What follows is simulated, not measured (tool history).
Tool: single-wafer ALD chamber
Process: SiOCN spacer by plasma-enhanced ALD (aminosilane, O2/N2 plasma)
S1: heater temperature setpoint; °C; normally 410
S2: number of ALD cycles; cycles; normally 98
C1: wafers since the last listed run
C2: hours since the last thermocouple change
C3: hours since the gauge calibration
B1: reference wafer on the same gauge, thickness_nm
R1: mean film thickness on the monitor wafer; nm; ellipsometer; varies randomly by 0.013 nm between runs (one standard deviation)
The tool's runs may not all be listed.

Run 1, hour 0: usual settings; C1 0; C2 2899.1; C3 164.8; B1 5.683. Result: R1 5.128 nm.
Run 2, hour 12.8: usual settings; C1 49; C2 2911.9; C3 177.6; B1 5.687. Result: R1 5.152 nm.
Run 3, hour 38.4: usual settings; C1 99; C2 2937.5; C3 203.2; B1 5.69. Result: R1 5.133 nm.
Run 4, hour 54.3: usual settings; C1 61; C2 2953.4; C3 219.1; B1 5.685. Result: R1 5.12 nm.
Run 5, hour 79.4: usual settings; C1 97; C2 2978.5; C3 244.2; B1 5.693. Result: R1 5.12 nm.
Run 6, hour 93.2: usual settings but S1 405 °C, S2 88 cycles; C1 53; C2 2992.3; C3 258; B1 5.693. Result: R1 4.682 nm.
Run 7, hour 114.9: usual settings but S1 405 °C, S2 88 cycles; C1 84; C2 3014; C3 279.7; B1 5.697. Result: R1 4.695 nm.
Run 8, hour 146.4: usual settings but S1 400 °C, S2 103 cycles; C1 122; C2 3045.5; C3 311.2; B1 5.701. Result: R1 5.58 nm.
Run 9, hour 169.7: usual settings but S1 400 °C, S2 103 cycles; C1 90; C2 3068.8; C3 334.5; B1 5.701. Result: R1 5.556 nm.
Run 10, hour 185.4: usual settings; C1 61; C2 3084.5; C3 350.2; B1 5.707. Result: R1 5.128 nm.
Run 11, hour 201.6: usual settings but S2 112 cycles; C1 63; C2 3100.7; C3 366.4; B1 5.708. Result: R1 5.901 nm.
Run 12, hour 228.5: usual settings but S1 415 °C; C1 104; C2 3127.6; C3 393.3; B1 5.712. Result: R1 5.072 nm.
Run 13, hour 256.2: usual settings but S1 415 °C; C1 107; C2 3155.3; C3 421; B1 5.716. Result: R1 5.075 nm.
At hour 278.6: thermocouple changed; heater temperature recalibrated.
Run 14, hour 286.9: usual settings but S1 422 °C, S2 79 cycles; C1 88; C2 8.3; C3 451.7; B1 5.723. Result: R1 3.985 nm.
Run 15, hour 317.1: usual settings; C1 117; C2 38.5; C3 481.9; B1 5.733. Result: R1 5.154 nm.
Run 16, hour 335.6: usual settings; C1 72; C2 57; C3 500.4; B1 5.734. Result: R1 5.166 nm.
Run 17, hour 358.1: usual settings but S1 416 °C, S2 109 cycles; C1 87; C2 79.5; C3 522.9; B1 5.74. Result: R1 5.652 nm.
At hour 369.2: gauge calibrated.
Run 18, hour 377.5: usual settings but S1 398 °C; C1 75; C2 98.9; C3 8.3; B1 5.67. Result: R1 5.239 nm.
Run 19, hour 413.1: usual settings but S1 423 °C, S2 109 cycles; C1 138; C2 134.5; C3 43.9; B1 5.667. Result: R1 5.461 nm.
Run 20, hour 426.4: usual settings but S1 414 °C, S2 87 cycles; C1 51; C2 147.8; C3 57.2; B1 5.665. Result: R1 4.487 nm.
Run 21, hour 443.5: usual settings; C1 66; C2 164.9; C3 74.3; B1 5.674. Result: R1 5.106 nm.
Run 22, hour 464: usual settings but S2 113 cycles; C1 79; C2 185.4; C3 94.8; B1 5.672. Result: R1 5.877 nm.
Run 23, hour 482.6: usual settings but S1 417 °C, S2 111 cycles; C1 72; C2 204; C3 113.4; B1 5.672. Result: R1 5.668 nm.
Run 24, hour 501.5: usual settings but S2 117 cycles; C1 73; C2 222.9; C3 132.3; B1 5.674. Result: R1 6.111 nm.
Run 25, hour 518.4: usual settings but S2 107 cycles; C1 65; C2 239.8; C3 149.2; B1 5.674. Result: R1 5.588 nm.
Run 26, hour 547.8: usual settings but S1 415 °C, S2 103 cycles; C1 114; C2 269.2; C3 178.6; B1 5.676. Result: R1 5.303 nm.
Run 27, hour 570.4: usual settings but S1 403 °C, S2 105 cycles; C1 88; C2 291.8; C3 201.2; B1 5.679. Result: R1 5.632 nm.

Each row is a separate what-if for the run after 27, all from the same tool condition, not one after another. Results?
Run A, hour 571: usual settings but S2 115 cycles; C1 2; C2 292.4; C3 201.8; B1 ?. Result: R1 ?.
Run B, hour 571: usual settings but S1 401 °C, S2 90 cycles; C1 2; C2 292.4; C3 201.8; B1 ?. Result: R1 ?.
Run C, hour 571: usual settings but S1 420 °C, S2 106 cycles; C1 2; C2 292.4; C3 201.8; B1 ?. Result: R1 ?.
Run D, hour 571: usual settings but S1 420 °C, S2 108 cycles; C1 2; C2 292.4; C3 201.8; B1 ?. Result: R1 ?.

run     B1     R1
  A  5.679  6.002
  B  5.679  4.842
  C  5.679  5.343
  D  5.679  5.443
Without the tool's unlogged condition, the same runs would have read:
run     R1
  A  5.994
  B  4.836
  C  5.335
  D  5.436
